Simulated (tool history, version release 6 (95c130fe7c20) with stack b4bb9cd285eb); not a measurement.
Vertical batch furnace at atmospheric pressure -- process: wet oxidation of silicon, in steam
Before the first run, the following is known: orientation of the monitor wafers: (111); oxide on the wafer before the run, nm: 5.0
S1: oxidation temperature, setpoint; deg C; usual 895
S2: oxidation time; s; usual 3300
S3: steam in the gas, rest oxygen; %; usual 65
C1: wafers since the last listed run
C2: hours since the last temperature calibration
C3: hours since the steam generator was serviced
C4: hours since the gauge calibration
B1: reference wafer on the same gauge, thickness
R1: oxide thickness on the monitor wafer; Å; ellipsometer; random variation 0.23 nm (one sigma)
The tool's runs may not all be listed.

run 1 hour=0.0 | S1=895 S2=2040 S3=65 | C1=0 C2=4853.3 C3=2208.0 C4=114.2 | B1=168.03 | R1=935.6
run 2 hour=7.6 | S1=895 S2=2040 S3=65 | C1=113 C2=4860.9 C3=2215.6 C4=121.8 | B1=167.95 | R1=937.3
run 3 hour=25.8 | S1=895 S2=3300 S3=59 | C1=271 C2=4879.1 C3=2233.8 C4=140.0 | B1=168.00 | R1=1293.3
run 4 hour=33.2 | S1=895 S2=3300 S3=59 | C1=110 C2=4886.5 C3=2241.2 C4=147.4 | B1=168.05 | R1=1291.1
run 5 hour=46.8 | S1=895 S2=3300 S3=65 | C1=202 C2=4900.1 C3=2254.8 C4=161.0 | B1=168.03 | R1=1406.9
run 6 hour=61.1 | S1=895 S2=3300 S3=65 | C1=213 C2=4914.4 C3=2269.1 C4=175.3 | B1=167.97 | R1=1404.8
-- hour=91.3 thermocouples replaced and temperature profile calibrated
run 7 hour=91.8 | S1=895 S2=3300 S3=65 | C1=99 C2=0.5 C3=2299.8 C4=206.0 | B1=168.00 | R1=1404.8
run 8 hour=96.7 | S1=895 S2=3300 S3=65 | C1=73 C2=5.4 C3=2304.7 C4=210.9 | B1=168.07 | R1=1404.2
run 9 hour=101.5 | S1=895 S2=2400 S3=65 | C1=71 C2=10.2 C3=2309.5 C4=215.7 | B1=168.06 | R1=1073.9
run 10 hour=107.9 | S1=915 S2=1950 S3=76 | C1=95 C2=16.6 C3=2315.9 C4=222.1 | B1=168.01 | R1=1319.8
-- hour=113.7 gauge calibrated
-- hour=133.6 steam generator serviced
run 11 hour=134.1 | S1=895 S2=3300 S3=58 | C1=32 C2=42.8 C3=0.5 C4=20.4 | B1=167.95 | R1=1359.2
run 12 hour=139.0 | S1=910 S2=3300 S3=65 | C1=73 C2=47.7 C3=5.4 C4=25.3 | B1=167.84 | R1=1789.8
run 13 hour=156.2 | S1=873 S2=2040 S3=54 | C1=256 C2=64.9 C3=22.6 C4=42.5 | B1=168.06 | R1=616.6
run 14 hour=176.3 | S1=895 S2=3300 S3=65 | C1=299 C2=85.0 C3=42.7 C4=62.6 | B1=167.89 | R1=1492.2
run 15 hour=186.0 | S1=908 S2=2880 S3=71 | C1=144 C2=94.7 C3=52.4 C4=72.3 | B1=168.07 | R1=1679.5
run 16 hour=205.7 | S1=895 S2=3300 S3=65 | C1=293 C2=114.4 C3=72.1 C4=92.0 | B1=167.95 | R1=1491.3

Across each entry between runs, compare the hidden state at the last listed run before it with the hidden state at the first listed run after it:
Runs 6 to 7: thermocouples replaced and temperature profile calibrated (hour 91.3)
  steam share off its setpoint, % of the setpoint: -7.93 -> -7.95
  measured minus no-state result, R1: -100.2 -> -100.6 Å
Runs 10 to 11: gauge calibrated (hour 113.7); steam generator serviced (hour 133.6)
  steam share off its setpoint, % of the setpoint: -7.96 -> -0.639
  measured minus no-state result, R1: -92.9 -> -7.4 Å
